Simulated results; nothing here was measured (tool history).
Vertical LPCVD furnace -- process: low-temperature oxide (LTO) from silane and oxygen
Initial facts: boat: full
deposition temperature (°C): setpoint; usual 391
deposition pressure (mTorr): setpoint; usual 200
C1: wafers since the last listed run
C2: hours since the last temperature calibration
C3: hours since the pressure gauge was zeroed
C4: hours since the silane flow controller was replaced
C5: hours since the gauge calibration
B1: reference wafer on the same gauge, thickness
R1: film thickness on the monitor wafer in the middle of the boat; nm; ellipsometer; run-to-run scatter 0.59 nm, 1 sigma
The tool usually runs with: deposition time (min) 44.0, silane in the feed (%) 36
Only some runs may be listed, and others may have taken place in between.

{"run": 1, "hour": 0.0, "deposition temperature (°C)": 391, "deposition pressure (mTorr)": 200, "deposition time (min)": 44.0, "silane in the feed (%)": 36, "C1": 0, "C2": 2204.8, "C3": 3821.4, "C4": 4115.1, "C5": 429.3, "B1": 299.03, "R1": 300.24}
{"run": 2, "hour": 31.3, "deposition temperature (°C)": 391, "deposition pressure (mTorr)": 200, "deposition time (min)": 44.0, "silane in the feed (%)": 36, "C1": 666, "C2": 2236.1, "C3": 3852.7, "C4": 4146.4, "C5": 460.6, "B1": 299.23, "R1": 300.32}
{"run": 3, "hour": 63.5, "deposition temperature (°C)": 391, "deposition pressure (mTorr)": 200, "deposition time (min)": 44.0, "silane in the feed (%)": 36, "C1": 685, "C2": 2268.3, "C3": 3884.9, "C4": 4178.6, "C5": 492.8, "B1": 299.07, "R1": 300.86}
{"run": 4, "hour": 77.5, "deposition temperature (°C)": 391, "deposition pressure (mTorr)": 200, "deposition time (min)": 44.0, "silane in the feed (%)": 36, "C1": 297, "C2": 2282.3, "C3": 3898.9, "C4": 4192.6, "C5": 506.8, "B1": 299.1, "R1": 300.22}
{"run": 5, "hour": 102.1, "deposition temperature (°C)": 391, "deposition pressure (mTorr)": 200, "deposition time (min)": 44.0, "silane in the feed (%)": 36, "C1": 523, "C2": 2306.9, "C3": 3923.5, "C4": 4217.2, "C5": 531.4, "B1": 298.94, "R1": 301.1}
{"hour": 167.6, "done": "gauge calibrated"}
{"hour": 171.3, "done": "thermocouples replaced and temperature profile calibrated"}
{"run": 6, "hour": 182.6, "deposition temperature (°C)": 391, "deposition pressure (mTorr)": 200, "deposition time (min)": 44.0, "silane in the feed (%)": 36, "C1": 1202, "C2": 11.3, "C3": 4004.0, "C4": 4297.7, "C5": 15.0, "B1": 298.7, "R1": 300.52}
{"run": 7, "hour": 200.2, "deposition temperature (°C)": 391, "deposition pressure (mTorr)": 200, "deposition time (min)": 44.0, "silane in the feed (%)": 36, "C1": 374, "C2": 28.9, "C3": 4021.6, "C4": 4315.3, "C5": 32.6, "B1": 298.92, "R1": 300.12}
{"run": 8, "hour": 236.1, "deposition temperature (°C)": 391, "deposition pressure (mTorr)": 200, "deposition time (min)": 44.0, "silane in the feed (%)": 36, "C1": 764, "C2": 64.8, "C3": 4057.5, "C4": 4351.2, "C5": 68.5, "B1": 298.87, "R1": 300.63}
{"run": 9, "hour": 264.1, "deposition temperature (°C)": 388, "deposition pressure (mTorr)": 200, "deposition time (min)": 31.5, "silane in the feed (%)": 36, "C1": 595, "C2": 92.8, "C3": 4085.5, "C4": 4379.2, "C5": 96.5, "B1": 299.05, "R1": 207.84}
{"run": 10, "hour": 279.9, "deposition temperature (°C)": 388, "deposition pressure (mTorr)": 200, "deposition time (min)": 31.5, "silane in the feed (%)": 36, "C1": 336, "C2": 108.6, "C3": 4101.3, "C4": 4395.0, "C5": 112.3, "B1": 298.9, "R1": 207.51}
{"run": 11, "hour": 298.2, "deposition temperature (°C)": 386, "deposition pressure (mTorr)": 200, "deposition time (min)": 44.0, "silane in the feed (%)": 36, "C1": 389, "C2": 126.9, "C3": 4119.6, "C4": 4413.3, "C5": 130.6, "B1": 299.01, "R1": 283.78}
{"hour": 338.7, "done": "pressure gauge zeroed"}
{"run": 12, "hour": 339.2, "deposition temperature (°C)": 386, "deposition pressure (mTorr)": 200, "deposition time (min)": 44.0, "silane in the feed (%)": 36, "C1": 361, "C2": 167.9, "C3": 0.5, "C4": 4454.3, "C5": 171.6, "B1": 298.97, "R1": 266.39}
{"run": 13, "hour": 342.9, "deposition temperature (°C)": 391, "deposition pressure (mTorr)": 210, "deposition time (min)": 44.0, "silane in the feed (%)": 36, "C1": 78, "C2": 171.6, "C3": 4.2, "C4": 4458.0, "C5": 175.3, "B1": 298.8, "R1": 296.04}
{"hour": 374.4, "done": "silane flow controller replaced"}
{"run": 14, "hour": 374.9, "deposition temperature (°C)": 391, "deposition pressure (mTorr)": 230, "deposition time (min)": 44.0, "silane in the feed (%)": 36, "C1": 170, "C2": 203.6, "C3": 36.2, "C4": 0.5, "C5": 207.3, "B1": 299.07, "R1": 325.19}
{"run": 15, "hour": 391.2, "deposition temperature (°C)": 391, "deposition pressure (mTorr)": 200, "deposition time (min)": 38.5, "silane in the feed (%)": 36, "C1": 346, "C2": 219.9, "C3": 52.5, "C4": 16.8, "C5": 223.6, "B1": 299.15, "R1": 247.76}
{"run": 16, "hour": 411.4, "deposition temperature (°C)": 391, "deposition pressure (mTorr)": 200, "deposition time (min)": 44.0, "silane in the feed (%)": 36, "C1": 429, "C2": 240.1, "C3": 72.7, "C4": 37.0, "C5": 243.8, "B1": 298.95, "R1": 283.13}
{"run": 17, "hour": 424.8, "deposition temperature (°C)": 388, "deposition pressure (mTorr)": 200, "deposition time (min)": 31.5, "silane in the feed (%)": 36, "C1": 285, "C2": 253.5, "C3": 86.1, "C4": 50.4, "C5": 257.2, "B1": 299.21, "R1": 195.87}
{"run": 18, "hour": 456.1, "deposition temperature (°C)": 403, "deposition pressure (mTorr)": 200, "deposition time (min)": 44.0, "silane in the feed (%)": 40, "C1": 666, "C2": 284.8, "C3": 117.4, "C4": 81.7, "C5": 288.5, "B1": 298.98, "R1": 371.49}
{"run": 19, "hour": 478.3, "deposition temperature (°C)": 397, "deposition pressure (mTorr)": 215, "deposition time (min)": 34.0, "silane in the feed (%)": 36, "C1": 472, "C2": 307.0, "C3": 139.6, "C4": 103.9, "C5": 310.7, "B1": 299.1, "R1": 254.36}
{"run": 20, "hour": 497.7, "deposition temperature (°C)": 391, "deposition pressure (mTorr)": 200, "deposition time (min)": 44.0, "silane in the feed (%)": 36, "C1": 412, "C2": 326.4, "C3": 159.0, "C4": 123.3, "C5": 330.1, "B1": 298.9, "R1": 285.21}
{"run": 21, "hour": 527.8, "deposition temperature (°C)": 400, "deposition pressure (mTorr)": 200, "deposition time (min)": 32.0, "silane in the feed (%)": 39, "C1": 640, "C2": 356.5, "C3": 189.1, "C4": 153.4, "C5": 360.2, "B1": 299.11, "R1": 254.07}
{"run": 22, "hour": 555.8, "deposition temperature (°C)": 401, "deposition pressure (mTorr)": 230, "deposition time (min)": 44.0, "silane in the feed (%)": 29, "C1": 595, "C2": 384.5, "C3": 217.1, "C4": 181.4, "C5": 388.2, "B1": 299.0, "R1": 273.09}
{"run": 23, "hour": 570.8, "deposition temperature (°C)": 381, "deposition pressure (mTorr)": 170, "deposition time (min)": 44.0, "silane in the feed (%)": 41, "C1": 319, "C2": 399.5, "C3": 232.1, "C4": 196.4, "C5": 403.2, "B1": 299.22, "R1": 254.57}
{"run": 24, "hour": 599.4, "deposition temperature (°C)": 402, "deposition pressure (mTorr)": 200, "deposition time (min)": 44.0, "silane in the feed (%)": 40, "C1": 608, "C2": 428.1, "C3": 260.7, "C4": 225.0, "C5": 431.8, "B1": 298.98, "R1": 369.45}
{"run": 25, "hour": 633.0, "deposition temperature (°C)": 399, "deposition pressure (mTorr)": 180, "deposition time (min)": 52.5, "silane in the feed (%)": 36, "C1": 715, "C2": 461.7, "C3": 294.3, "C4": 258.6, "C5": 465.4, "B1": 299.08, "R1": 336.32}
{"run": 26, "hour": 647.6, "deposition temperature (°C)": 401, "deposition pressure (mTorr)": 200, "deposition time (min)": 44.0, "silane in the feed (%)": 31, "C1": 310, "C2": 476.3, "C3": 308.9, "C4": 273.2, "C5": 480.0, "B1": 298.99, "R1": 262.25}
{"run": 27, "hour": 675.9, "deposition temperature (°C)": 391, "deposition pressure (mTorr)": 200, "deposition time (min)": 44.0, "silane in the feed (%)": 36, "C1": 602, "C2": 504.6, "C3": 337.2, "C4": 301.5, "C5": 508.3, "B1": 298.81, "R1": 286.12}
{"run": 28, "hour": 711.0, "deposition temperature (°C)": 391, "deposition pressure (mTorr)": 200, "deposition time (min)": 44.0, "silane in the feed (%)": 30, "C1": 746, "C2": 539.7, "C3": 372.3, "C4": 336.6, "C5": 543.4, "B1": 299.27, "R1": 220.25}
{"run": 29, "hour": 734.5, "deposition temperature (°C)": 391, "deposition pressure (mTorr)": 175, "deposition time (min)": 44.0, "silane in the feed (%)": 36, "C1": 500, "C2": 563.2, "C3": 395.8, "C4": 360.1, "C5": 566.9, "B1": 298.93, "R1": 250.61}
{"run": 30, "hour": 760.1, "deposition temperature (°C)": 391, "deposition pressure (mTorr)": 200, "deposition time (min)": 44.0, "silane in the feed (%)": 36, "C1": 544, "C2": 588.8, "C3": 421.4, "C4": 385.7, "C5": 592.5, "B1": 299.05, "R1": 286.59}

Forecast each of these 5 alternatives for the next run:
{"run": "A", "hour": 763.9, "deposition temperature (°C)": 391, "deposition pressure (mTorr)": 200, "deposition time (min)": 35.5, "silane in the feed (%)": 36, "C1": 80, "C2": 592.6, "C3": 425.2, "C4": 389.5, "C5": 596.3, "B1": "?", "R1": "?"}
{"run": "B", "hour": 763.9, "deposition temperature (°C)": 391, "deposition pressure (mTorr)": 155, "deposition time (min)": 44.0, "silane in the feed (%)": 36, "C1": 80, "C2": 592.6, "C3": 425.2, "C4": 389.5, "C5": 596.3, "B1": "?", "R1": "?"}
{"run": "C", "hour": 763.9, "deposition temperature (°C)": 394, "deposition pressure (mTorr)": 225, "deposition time (min)": 44.0, "silane in the feed (%)": 36, "C1": 80, "C2": 592.6, "C3": 425.2, "C4": 389.5, "C5": 596.3, "B1": "?", "R1": "?"}
{"run": "D", "hour": 763.9, "deposition temperature (°C)": 391, "deposition pressure (mTorr)": 200, "deposition time (min)": 57.5, "silane in the feed (%)": 36, "C1": 80, "C2": 592.6, "C3": 425.2, "C4": 389.5, "C5": 596.3, "B1": "?", "R1": "?"}
{"run": "E", "hour": 763.9, "deposition temperature (°C)": 391, "deposition pressure (mTorr)": 185, "deposition time (min)": 30.5, "silane in the feed (%)": 31, "C1": 80, "C2": 592.6, "C3": 425.2, "C4": 389.5, "C5": 596.3, "B1": "?", "R1": "?"}

run=A B1=298.98 R1=230.72
run=B B1=298.98 R1=221.89
run=C B1=298.98 R1=333.05
run=D B1=298.98 R1=373.70
run=E B1=298.98 R1=148.71
With no hidden state in the tool, these same runs would have given:
run=A R1=229.73
run=B R1=220.67
run=C R1=331.79
run=D R1=372.10
run=E R1=148.03

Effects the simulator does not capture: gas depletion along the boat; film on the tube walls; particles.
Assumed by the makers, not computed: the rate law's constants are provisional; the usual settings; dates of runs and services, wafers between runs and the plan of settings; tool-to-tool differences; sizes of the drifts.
